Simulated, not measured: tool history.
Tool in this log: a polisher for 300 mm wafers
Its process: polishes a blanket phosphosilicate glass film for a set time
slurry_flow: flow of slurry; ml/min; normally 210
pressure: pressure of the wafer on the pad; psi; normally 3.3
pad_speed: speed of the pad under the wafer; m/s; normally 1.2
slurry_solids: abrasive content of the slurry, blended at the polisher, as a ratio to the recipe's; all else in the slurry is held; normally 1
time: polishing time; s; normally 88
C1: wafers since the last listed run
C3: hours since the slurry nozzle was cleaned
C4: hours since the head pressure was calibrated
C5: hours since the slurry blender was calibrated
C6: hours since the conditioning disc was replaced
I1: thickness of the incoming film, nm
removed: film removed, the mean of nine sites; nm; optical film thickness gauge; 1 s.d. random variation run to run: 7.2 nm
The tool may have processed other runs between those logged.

run 1 day=0 | slurry_flow=210 pressure=3.3 pad_speed=1.3 slurry_solids=1 time=88 | C1=0 wafers_polished_on_this_pad=112 C3=308.8 C4=193.2 C5=251.7 C6=72.8 | I1=2698.5 | removed=744.1
run 2 day=2.167 | slurry_flow=210 pressure=3.3 pad_speed=1.2 slurry_solids=0.8 time=88 | C1=450 wafers_polished_on_this_pad=562 C3=360.8 C4=245.2 C5=303.7 C6=124.8 | I1=2698.5 | removed=559.7
-- day=3.796 slurry blender recalibrated
-- day=4.696 slurry nozzle cleaned
-- day=4.958 head pressure recalibrated
run 3 day=5.092 | slurry_flow=210 pressure=3.3 pad_speed=1.2 slurry_solids=0.8 time=88 | C1=564 wafers_polished_on_this_pad=1126 C3=9.5 C4=3.2 C5=31.1 C6=195 | I1=2735.3 | removed=612.7
run 4 day=7.046 | slurry_flow=235 pressure=3.3 pad_speed=1.2 slurry_solids=1 time=88 | C1=406 wafers_polished_on_this_pad=1532 C3=56.4 C4=50.1 C5=78 C6=241.9 | I1=2712.2 | removed=734.8
run 5 day=8.938 | slurry_flow=210 pressure=3.3 pad_speed=1.2 slurry_solids=1 time=88 | C1=393 wafers_polished_on_this_pad=1925 C3=101.8 C4=95.5 C5=123.4 C6=287.3 | I1=2723 | removed=712.5
-- day=11.358 conditioning disc replaced and pad reconditioned
run 6 day=11.892 | slurry_flow=210 pressure=3.3 pad_speed=1.2 slurry_solids=1 time=88 | C1=596 wafers_polished_on_this_pad=2522 C3=172.7 C4=166.4 C5=194.3 C6=12.8 | I1=2680.3 | removed=691.1
run 7 day=13.142 | slurry_flow=210 pressure=3.3 pad_speed=1.2 slurry_solids=1 time=88 | C1=259 wafers_polished_on_this_pad=2782 C3=202.7 C4=196.4 C5=224.3 C6=42.8 | I1=2706.6 | removed=690.2
-- day=13.792 worn pad replaced by a new one
run 8 day=15.967 | slurry_flow=165 pressure=3.3 pad_speed=1.2 slurry_solids=1 time=88 | C1=552 wafers_polished_on_this_pad=451 C3=270.5 C4=264.2 C5=292.1 C6=110.6 | I1=2730.9 | removed=656.8
-- day=17.408 head pressure recalibrated
-- day=17.642 slurry blender recalibrated
run 9 day=18.038 | slurry_flow=165 pressure=3.3 pad_speed=1.2 slurry_solids=1 time=88 | C1=395 wafers_polished_on_this_pad=847 C3=320.2 C4=15.1 C5=9.5 C6=160.3 | I1=2689.3 | removed=658.3
run 10 day=19.467 | slurry_flow=210 pressure=3.3 pad_speed=1.2 slurry_solids=1 time=88 | C1=296 wafers_polished_on_this_pad=1144 C3=354.5 C4=49.4 C5=43.8 C6=194.6 | I1=2683.1 | removed=684.6
-- day=19.883 slurry nozzle cleaned
run 11 day=21.812 | slurry_flow=235 pressure=3.3 pad_speed=1.2 slurry_solids=1.1 time=88 | C1=478 wafers_polished_on_this_pad=1623 C3=46.3 C4=105.7 C5=100.1 C6=250.9 | I1=2639.9 | removed=784.4
run 12 day=23.846 | slurry_flow=210 pressure=3.3 pad_speed=1.2 slurry_solids=1 time=88 | C1=422 wafers_polished_on_this_pad=2045 C3=95.1 C4=154.5 C5=148.9 C6=299.7 | I1=2668.3 | removed=710
-- day=25.4 conditioning disc replaced and pad reconditioned
-- day=26.1 worn pad replaced by a new one
run 13 day=26.421 | slurry_flow=210 pressure=3.3 pad_speed=1.2 slurry_solids=1 time=88 | C1=483 wafers_polished_on_this_pad=66 C3=156.9 C4=216.3 C5=210.7 C6=24.5 | I1=2691.2 | removed=708
run 14 day=27.954 | slurry_flow=210 pressure=3.3 pad_speed=0.78 slurry_solids=0.75 time=88 | C1=318 wafers_polished_on_this_pad=385 C3=193.7 C4=253.1 C5=247.5 C6=61.3 | I1=2740.7 | removed=382.1
-- day=29.517 head pressure recalibrated
run 15 day=30.346 | slurry_flow=210 pressure=2.9 pad_speed=1.2 slurry_solids=1 time=106 | C1=479 wafers_polished_on_this_pad=865 C3=251.1 C4=19.9 C5=304.9 C6=118.7 | I1=2731.4 | removed=733.3
-- day=30.604 slurry blender recalibrated
run 16 day=31.396 | slurry_flow=210 pressure=3.3 pad_speed=1.2 slurry_solids=1 time=88 | C1=200 wafers_polished_on_this_pad=1065 C3=276.3 C4=45.1 C5=19 C6=143.9 | I1=2672.4 | removed=689.3
run 17 day=32.933 | slurry_flow=210 pressure=3.3 pad_speed=1.2 slurry_solids=0.8 time=88 | C1=319 wafers_polished_on_this_pad=1385 C3=313.2 C4=82 C5=55.9 C6=180.8 | I1=2724.7 | removed=568
run 18 day=35.329 | slurry_flow=270 pressure=3.3 pad_speed=1.6 slurry_solids=1 time=88 | C1=497 wafers_polished_on_this_pad=1883 C3=370.7 C4=139.5 C5=113.4 C6=238.3 | I1=2685.8 | removed=900.8
run 19 day=36.788 | slurry_flow=210 pressure=3.3 pad_speed=1.2 slurry_solids=1.3 time=104 | C1=302 wafers_polished_on_this_pad=2186 C3=405.7 C4=174.5 C5=148.4 C6=273.3 | I1=2692.6 | removed=953.3
-- day=37.921 worn pad replaced by a new one
run 20 day=37.988 | slurry_flow=210 pressure=3.3 pad_speed=1.2 slurry_solids=1 time=72 | C1=214 wafers_polished_on_this_pad=13 C3=434.5 C4=203.3 C5=177.2 C6=302.1 | I1=2685.9 | removed=557.2
-- day=38.067 slurry nozzle cleaned
run 21 day=39.479 | slurry_flow=210 pressure=3.3 pad_speed=1.2 slurry_solids=1 time=112 | C1=301 wafers_polished_on_this_pad=315 C3=33.9 C4=239.1 C5=213 C6=337.9 | I1=2703.2 | removed=937
-- day=39.992 conditioning disc replaced and pad reconditioned
run 22 day=41.571 | slurry_flow=185 pressure=4 pad_speed=1.2 slurry_solids=0.9 time=62 | C1=417 wafers_polished_on_this_pad=732 C3=84.1 C4=289.3 C5=263.2 C6=37.9 | I1=2672.4 | removed=554.6
-- day=41.758 head pressure recalibrated
-- day=42.242 slurry blender recalibrated
run 23 day=42.654 | slurry_flow=210 pressure=2.5 pad_speed=1.2 slurry_solids=1 time=88 | C1=190 wafers_polished_on_this_pad=922 C3=110.1 C4=21.5 C5=9.9 C6=63.9 | I1=2724.4 | removed=540.7
run 24 day=44.562 | slurry_flow=210 pressure=3.3 pad_speed=1.44 slurry_solids=0.85 time=88 | C1=396 wafers_polished_on_this_pad=1319 C3=155.9 C4=67.3 C5=55.7 C6=109.7 | I1=2710.7 | removed=708
-- day=49.842 worn pad replaced by a new one
run 25 day=50.708 | slurry_flow=210 pressure=3.3 pad_speed=1.2 slurry_solids=1.25 time=88 | C1=1242 wafers_polished_on_this_pad=180 C3=303.4 C4=214.8 C5=203.2 C6=257.2 | I1=2664.5 | removed=788.9
run 26 day=51.862 | slurry_flow=210 pressure=3.3 pad_speed=1.2 slurry_solids=0.8 time=77 | C1=239 wafers_polished_on_this_pad=420 C3=331.1 C4=242.5 C5=230.9 C6=284.9 | I1=2674 | removed=506.2

Below, each run's measurement less what the same run would have read without the hidden state. Both values contain the same run-to-run variation, but the gauge's scatter may not be the same in both:
Unlogged tool condition in this case: removal rate lost through wear of the pad, %; slurry flow missing at the pad, %; deviation of the head's pressure from its setpoint, %; abrasive missing from the slurry, %; time polished since the conditioner stopped cutting, s.
run=1 removed=-59.9
run=2 removed=-47.4
run=3 removed=-4.3
run=4 removed=-16.6
run=5 removed=-28.7
run=6 removed=-40.8
run=7 removed=-45
run=8 removed=-61.3
run=9 removed=-65.8
run=10 removed=-57
run=11 removed=-13.8
run=12 removed=-25.4
run=13 removed=-37.2
run=14 removed=-23.1
run=15 removed=-51
run=16 removed=-50.1
run=17 removed=-43.3
run=18 removed=-57.6
run=19 removed=-78.5
run=20 removed=-46.5
run=21 removed=-14.5
run=22 removed=-20.5
run=23 removed=-22.3
run=24 removed=-37.7
run=25 removed=-60.5
run=26 removed=-40
